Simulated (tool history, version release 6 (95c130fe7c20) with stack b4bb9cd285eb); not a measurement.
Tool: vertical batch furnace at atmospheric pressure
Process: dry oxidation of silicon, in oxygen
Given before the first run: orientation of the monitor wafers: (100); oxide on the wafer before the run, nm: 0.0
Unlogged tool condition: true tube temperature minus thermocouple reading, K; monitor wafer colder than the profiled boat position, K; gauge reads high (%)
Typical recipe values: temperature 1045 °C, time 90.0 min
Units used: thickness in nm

run     day  temperature   time  wafers since the last listed run  hours since the last temperature calibration  hours since the boat lift was adjusted  hours since the gauge calibration  read-back reference wafer on the same gauge, thickness  thickness
  1   0.000         1045   80.5                                 0                                        2111.8                                  1401.2                              128.5                                                   91.43      89.16
  2   0.467         1045   80.5                               136                                        2123.0                                  1412.4                              139.7                                                   91.48      88.93
  3   1.083         1045   90.0                               180                                        2137.8                                  1427.2                              154.5                                                   91.46      95.85
  4   1.525         1045   90.0                               129                                        2148.4                                  1437.8                              165.1                                                   91.37      95.65
  5   2.433         1045   90.0                               265                                        2170.2                                  1459.6                              186.9                                                   91.41      96.04
  6   2.858         1045   90.0                               124                                        2180.4                                  1469.8                              197.1                                                   91.37      96.19
  7   3.692         1045   90.0                               243                                        2200.4                                  1489.8                              217.1                                                   91.37      95.75
  8   4.354         1038   90.0                               193                                        2216.3                                  1505.7                              233.0                                                   91.46      90.11
  9   4.992         1038   90.0                               186                                        2231.6                                  1521.0                              248.3                                                   91.39      90.10
 10   5.967         1038   90.0                               284                                        2255.0                                  1544.4                              271.7                                                   91.39      90.25
 11   6.658         1034   65.5                               202                                        2271.6                                  1561.0                              288.3                                                   91.32      70.75
 12   7.650         1034   65.5                               289                                        2295.4                                  1584.8                              312.1                                                   91.31      70.44
 13   8.554         1034   65.5                               264                                        2317.1                                  1606.5                              333.8                                                   91.36      70.65
 14   9.417         1045   90.0                               251                                        2337.8                                  1627.2                              354.5                                                   91.42      95.91
 15   9.912         1045  120.5                               144                                        2349.7                                  1639.1                              366.4                                                   91.43     116.07
 16  10.650         1045  120.5                               215                                        2367.4                                  1656.8                              384.1                                                   91.47     116.34
 17  11.008         1026   46.0                               104                                        2376.0                                  1665.4                              392.7                                                   91.38      52.26
     12.067  -- thermocouples replaced and temperature profile calibrated
 18  12.088         1059   64.0                                23                                           0.5                                  1691.3                              418.6                                                   91.48      86.36
 19  12.325         1062  134.5                                69                                           6.2                                  1697.0                              424.3                                                   91.44     142.78
 20  13.092         1025   90.0                               223                                          24.6                                  1715.4                              442.7                                                   91.38      80.48
 21  13.550         1045   90.0                               133                                          35.6                                  1726.4                              453.7                                                   91.40      95.64
     14.929  -- gauge calibrated
     14.938  -- boat lift adjusted
 22  14.958         1054   64.5                               119                                          69.4                                     0.5                                0.7                                                   91.36      86.15
 23  15.333         1045   90.0                               109                                          78.4                                     9.5                                9.7                                                   91.49      99.82
 24  16.312         1045   90.0                               286                                         101.9                                    33.0                               33.2                                                   91.40      99.01
 25  16.717         1026  104.5                               118                                         111.6                                    42.7                               42.9                                                   91.38      93.22
 26  17.504         1038   61.0                               230                                         130.5                                    61.6                               61.8                                                   91.37      72.15
 27  18.008         1065   51.5                               147                                         142.6                                    73.7                               73.9                                                   91.42      81.64
 28  18.996         1065   78.0                               288                                         166.3                                    97.4                               97.6                                                   91.29     105.98
 29  19.446         1032   90.0                               131                                         177.1                                   108.2                              108.4                                                   91.46      88.52
 30  20.279         1059   70.5                               243                                         197.1                                   128.2                              128.4                                                   91.44      94.32
 31  20.879         1045   90.0                               175                                         211.5                                   142.6                              142.8                                                   91.43      99.17
 32  21.421         1045   90.0                               158                                         224.5                                   155.6                              155.8                                                   91.47      98.37
 33  22.317         1055  122.0                               261                                         246.0                                   177.1                              177.3                                                   91.42     130.21

Branching from run 33: 4 alternative next runs. What would each branch give?
  A  22.554         1045   90.0                                69                                         251.7                                   182.8                              183.0                                                       ?          ?
  B  22.554         1045  107.0                                69                                         251.7                                   182.8                              183.0                                                       ?          ?
  C  22.554         1045  119.5                                69                                         251.7                                   182.8                              183.0                                                       ?          ?
  D  22.554         1021   90.0                                69                                         251.7                                   182.8                              183.0                                                       ?          ?

run  read-back reference wafer on the same gauge, thickness  thickness
  A                                                   91.38      98.72
  B                                                   91.38     110.62
  C                                                   91.38     118.96
  D                                                   91.38      80.04
Had the tool no hidden state, the same runs would have come out as:
run  thickness
  A      99.85
  B     111.87
  C     120.29
  D      81.04
